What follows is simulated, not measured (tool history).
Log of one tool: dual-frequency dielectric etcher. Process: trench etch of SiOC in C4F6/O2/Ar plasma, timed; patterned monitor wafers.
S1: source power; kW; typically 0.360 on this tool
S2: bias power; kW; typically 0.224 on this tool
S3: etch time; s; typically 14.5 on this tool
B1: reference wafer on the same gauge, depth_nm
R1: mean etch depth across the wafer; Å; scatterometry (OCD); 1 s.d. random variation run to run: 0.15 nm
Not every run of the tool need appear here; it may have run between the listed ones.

{"run": 1, "hour": 0.0, "S1": 0.36, "S2": 0.224, "S3": 14.5, "B1": 24.82, "R1": 292.7}
{"run": 2, "hour": 92.7, "S1": 0.36, "S2": 0.224, "S3": 14.5, "B1": 24.79, "R1": 293.8}
{"run": 3, "hour": 172.3, "S1": 0.36, "S2": 0.224, "S3": 16.5, "B1": 24.77, "R1": 328.2}
{"run": 4, "hour": 271.0, "S1": 0.36, "S2": 0.224, "S3": 16.5, "B1": 24.81, "R1": 328.6}
{"run": 5, "hour": 348.1, "S1": 0.36, "S2": 0.224, "S3": 14.5, "B1": 24.83, "R1": 288.0}
{"run": 6, "hour": 434.5, "S1": 0.36, "S2": 0.224, "S3": 14.5, "B1": 24.84, "R1": 283.7}
{"run": 7, "hour": 528.2, "S1": 0.36, "S2": 0.224, "S3": 14.5, "B1": 24.81, "R1": 280.1}
{"hour": 568.2, "done": "wet clean of the chamber"}
{"hour": 579.1, "done": "source power generator calibrated"}
{"run": 8, "hour": 630.7, "S1": 0.36, "S2": 0.224, "S3": 14.5, "B1": 24.79, "R1": 295.7}
{"run": 9, "hour": 686.1, "S1": 0.36, "S2": 0.224, "S3": 14.5, "B1": 24.77, "R1": 293.9}
{"run": 10, "hour": 735.5, "S1": 0.36, "S2": 0.224, "S3": 14.5, "B1": 24.81, "R1": 292.1}
{"run": 11, "hour": 793.3, "S1": 0.42, "S2": 0.224, "S3": 14.5, "B1": 24.81, "R1": 316.4}
{"hour": 877.2, "done": "upper electrode replaced"}
{"run": 12, "hour": 951.1, "S1": 0.43, "S2": 0.173, "S3": 17.5, "B1": 24.84, "R1": 349.4}
{"hour": 976.2, "done": "gauge calibrated"}
{"run": 13, "hour": 993.5, "S1": 0.29, "S2": 0.184, "S3": 19.0, "B1": 24.81, "R1": 325.5}
{"run": 14, "hour": 1031.0, "S1": 0.36, "S2": 0.25, "S3": 14.5, "B1": 24.8, "R1": 296.3}
{"run": 15, "hour": 1108.2, "S1": 0.29, "S2": 0.224, "S3": 10.5, "B1": 24.8, "R1": 186.8}
{"hour": 1195.9, "done": "bias power generator calibrated"}
{"run": 16, "hour": 1215.2, "S1": 0.36, "S2": 0.224, "S3": 14.5, "B1": 24.77, "R1": 281.3}
{"hour": 1256.5, "done": "wet clean of the chamber"}
{"run": 17, "hour": 1264.4, "S1": 0.32, "S2": 0.266, "S3": 14.5, "B1": 24.77, "R1": 294.3}
{"run": 18, "hour": 1539.3, "S1": 0.36, "S2": 0.224, "S3": 14.5, "B1": 24.78, "R1": 290.6}
{"run": 19, "hour": 1605.2, "S1": 0.41, "S2": 0.224, "S3": 17.5, "B1": 24.82, "R1": 367.3}
{"run": 20, "hour": 1644.5, "S1": 0.36, "S2": 0.224, "S3": 14.5, "B1": 24.84, "R1": 287.6}
{"run": 21, "hour": 1714.7, "S1": 0.36, "S2": 0.208, "S3": 14.5, "B1": 24.78, "R1": 281.5}
{"run": 22, "hour": 1779.7, "S1": 0.33, "S2": 0.197, "S3": 18.0, "B1": 24.74, "R1": 327.8}

Alternative continuations, all from the tool just after run 22; predict every row:
{"run": "A", "hour": 1780.1, "S1": 0.36, "S2": 0.243, "S3": 14.5, "B1": "?", "R1": "?"}
{"run": "B", "hour": 1780.1, "S1": 0.32, "S2": 0.269, "S3": 14.5, "B1": "?", "R1": "?"}
{"run": "C", "hour": 1780.1, "S1": 0.43, "S2": 0.207, "S3": 17.5, "B1": "?", "R1": "?"}
{"run": "D", "hour": 1780.1, "S1": 0.36, "S2": 0.224, "S3": 12.0, "B1": "?", "R1": "?"}

run=A B1=24.78 R1=287.2
run=B B1=24.78 R1=281.0
run=C B1=24.78 R1=358.3
run=D B1=24.78 R1=232.5
The same runs, with their run-to-run variation unchanged, on a tool lacking any hidden condition would have given:
run=A R1=300.3
run=B R1=293.8
run=C R1=374.7
run=D R1=243.1
